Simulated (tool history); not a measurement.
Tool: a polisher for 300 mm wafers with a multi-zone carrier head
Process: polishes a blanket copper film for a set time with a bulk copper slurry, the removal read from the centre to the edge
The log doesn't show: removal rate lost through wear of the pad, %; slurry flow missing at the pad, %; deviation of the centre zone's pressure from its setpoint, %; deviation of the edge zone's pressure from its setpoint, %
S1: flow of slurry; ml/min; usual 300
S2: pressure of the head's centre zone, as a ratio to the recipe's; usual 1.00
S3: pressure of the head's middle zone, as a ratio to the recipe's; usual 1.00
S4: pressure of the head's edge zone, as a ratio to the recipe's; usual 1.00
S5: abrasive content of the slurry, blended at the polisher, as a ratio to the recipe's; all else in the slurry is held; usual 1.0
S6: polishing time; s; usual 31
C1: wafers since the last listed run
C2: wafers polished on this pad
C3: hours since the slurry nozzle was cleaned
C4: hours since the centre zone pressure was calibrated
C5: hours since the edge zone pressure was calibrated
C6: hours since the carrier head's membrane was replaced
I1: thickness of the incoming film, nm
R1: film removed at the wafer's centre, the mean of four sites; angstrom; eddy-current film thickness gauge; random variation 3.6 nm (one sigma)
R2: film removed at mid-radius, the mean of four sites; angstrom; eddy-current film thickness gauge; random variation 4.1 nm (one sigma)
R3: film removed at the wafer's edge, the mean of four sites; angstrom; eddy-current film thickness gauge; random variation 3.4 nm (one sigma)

run,day,S1,S2,S3,S4,S5,S6,C1,C2,C3,C4,C5,C6,I1,R1,R2,R3
1,0.000,300,1.00,1.00,1.00,1.2,41,0,1280,641.2,565.4,578.6,355.3,3323.7,4240,4204,4225
2,1.921,300,1.00,1.00,1.07,1.0,39,725,2005,687.3,611.5,624.7,401.4,3227.5,3655,3649,3834
3,2.592,300,1.00,1.00,1.00,0.9,41,253,2258,703.4,627.6,640.8,417.5,3300.5,3689,3738,3896
# day 3.208: worn pad replaced by a new one
4,3.229,300,1.00,1.00,1.00,1.0,31,177,7,718.7,642.9,656.1,432.8,3253.4,3299,3295,3321
5,3.912,300,1.00,1.00,1.00,1.0,31,258,265,735.1,659.3,672.5,449.2,3213.6,3190,3265,3363
# day 4.104: edge zone pressure recalibrated
# day 4.442: slurry nozzle cleaned
# day 5.388: carrier head's membrane replaced by a new one
6,5.662,300,1.08,1.00,1.00,1.0,31,535,800,29.3,701.3,37.4,6.6,3258.8,3273,3148,3195
7,6.188,300,1.00,1.00,1.00,1.0,31,198,998,41.9,713.9,50.0,19.2,3245.6,3046,3032,3208
8,6.696,300,1.03,1.00,1.00,1.1,31,191,1190,54.1,726.1,62.2,31.4,3325.1,3159,3137,3181
9,7.425,230,1.00,1.00,1.00,1.0,39,275,1466,71.6,743.6,79.7,48.9,3219.8,3686,3677,3789
# day 8.825: centre zone pressure recalibrated
10,9.596,340,1.00,1.11,1.00,1.0,25,788,2254,123.7,18.5,131.8,101.0,3250.9,2285,2585,2398
# day 9.846: worn pad replaced by a new one
11,9.933,300,1.04,1.00,1.00,1.0,31,64,33,131.8,26.6,139.9,109.1,3211.4,3328,3298,3337
12,10.242,385,0.92,1.00,1.00,1.0,31,116,149,139.2,34.0,147.3,116.5,3263.1,3061,3309,3377
13,10.792,300,1.07,1.00,1.00,0.9,31,207,357,152.4,47.2,160.5,129.7,3312.6,3280,3080,3169
14,11.412,300,1.00,1.00,1.00,1.0,31,234,591,167.3,62.1,175.4,144.6,3248.4,3158,3200,3203
15,11.762,300,1.00,1.00,1.00,1.0,34,132,723,175.7,70.5,183.8,153.0,3289.6,3400,3448,3513
16,12.196,340,0.94,1.09,1.00,1.0,26,163,887,186.1,80.9,194.2,163.4,3236.8,2498,2742,2697
17,12.808,300,1.00,0.94,1.00,1.2,31,231,1118,200.8,95.6,208.9,178.1,3279.0,3198,3067,3323

Forecast run 18:
18,13.500,300,1.00,1.00,1.00,1.0,31,261,1380,217.4,112.2,225.5,194.7,3252.1,?,?,?

R1: 3007 angstrom
R2: 3048 angstrom
R3: 3058 angstrom
Without the tool's hidden state the same run would have given R1 3315 angstrom, R2 3360 angstrom, R3 3371 angstrom.

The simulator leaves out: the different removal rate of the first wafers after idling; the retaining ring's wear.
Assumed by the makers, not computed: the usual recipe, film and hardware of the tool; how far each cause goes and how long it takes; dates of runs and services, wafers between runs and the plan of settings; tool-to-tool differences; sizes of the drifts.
